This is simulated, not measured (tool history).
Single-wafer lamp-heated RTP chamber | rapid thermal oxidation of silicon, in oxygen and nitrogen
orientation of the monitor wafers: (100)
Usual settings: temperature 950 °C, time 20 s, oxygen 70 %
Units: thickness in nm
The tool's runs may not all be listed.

run	hour	temperature	time	oxygen	read-back reference wafer on the same gauge, thickness	thickness
1	0.0	950	13	70	2.913	2.284
2	67.9	950	20	70	2.909	2.529
3	156.9	950	23	70	2.913	2.601
4	223.1	950	23	70	2.906	2.657
5	294.6	950	14	70	2.910	2.397
6	352.2	950	14	70	2.912	2.379
7	405.2	950	20	70	2.912	2.494
8	636.1	950	20	70	2.912	2.525
9	679.8	950	20	70	2.903	2.552
10	758.4	940	20	70	2.907	2.443
11	796.0	940	20	70	2.911	2.474
12	853.9	940	20	70	2.911	2.475
13	959.3	966	20	70	2.908	2.690
14	1024.4	966	20	70	2.913	2.694
15	1073.1	966	20	70	2.910	2.700
16	1135.9	950	20	70	2.907	2.509
17	1192.3	950	20	70	2.911	2.514
18	1285.0	950	20	70	2.910	2.554
19	1348.3	950	20	70	2.904	2.585
20	1453.9	950	20	96	2.905	2.790
21	1523.1	966	20	98	2.909	3.087
22	1570.0	930	11	47	2.911	2.032
23	1658.9	950	24	98	2.914	2.807
24	1716.8	968	28	70	2.907	3.026
25	1783.0	950	20	70	2.909	2.496
26	1847.6	950	20	94	2.907	2.683
27	1903.5	950	20	70	2.912	2.556
28	1954.6	971	20	91	2.911	3.009
29	1992.5	929	11	52	2.913	2.060
30	2057.6	940	15	78	2.911	2.348
31	2121.8	932	20	70	2.914	2.349
32	2159.1	969	20	50	2.908	2.567
33	2222.0	950	11	70	2.915	2.213
34	2287.1	937	20	70	2.909	2.392
35	2327.9	922	14	79	2.912	2.173
36	2457.5	958	20	70	2.913	2.629
37	2749.5	933	26	48	2.912	2.381
38	2839.4	950	20	70	2.908	2.527

Not shown: 7 entries that the log had between the listed runs. Between which runs, and how does the tool's hidden state differ before and after?
Between runs 6 and 7: pyrometer window cleaned and pyrometer calibrated (hour 370.9)
  true wafer temperature minus pyrometer reading, K: 7.44 -> 0.312
  measured less the result without the state, thickness: +0.062 -> +0.003 nm
Between runs 12 and 13: pyrometer window cleaned and pyrometer calibrated (hour 925.4)
  true wafer temperature minus pyrometer reading, K: 6.79 -> 0.284
  measured less the result without the state, thickness: +0.063 -> +0.004 nm
Between runs 21 and 22: pyrometer window cleaned and pyrometer calibrated (hour 1569.5)
  true wafer temperature minus pyrometer reading, K: 10.2 -> 0.739
  measured less the result without the state, thickness: +0.177 -> +0.002 nm
Between runs 29 and 30: gauge calibrated (hour 2041.2)
  true wafer temperature minus pyrometer reading, K: 5.73 -> 7.38
  measured less the result without the state, thickness: +0.025 -> +0.060 nm
Between runs 30 and 31: pyrometer window cleaned and pyrometer calibrated (hour 2112.8); oxygen flow controller replaced (hour 2113.6)
  true wafer temperature minus pyrometer reading, K: 7.38 -> 0.087
  measured less the result without the state, thickness: +0.060 -> +0.001 nm
Between runs 36 and 37: pyrometer window cleaned and pyrometer calibrated (hour 2640.9)
  true wafer temperature minus pyrometer reading, K: 3.4 -> 0.732
  measured less the result without the state, thickness: +0.041 -> +0.006 nm

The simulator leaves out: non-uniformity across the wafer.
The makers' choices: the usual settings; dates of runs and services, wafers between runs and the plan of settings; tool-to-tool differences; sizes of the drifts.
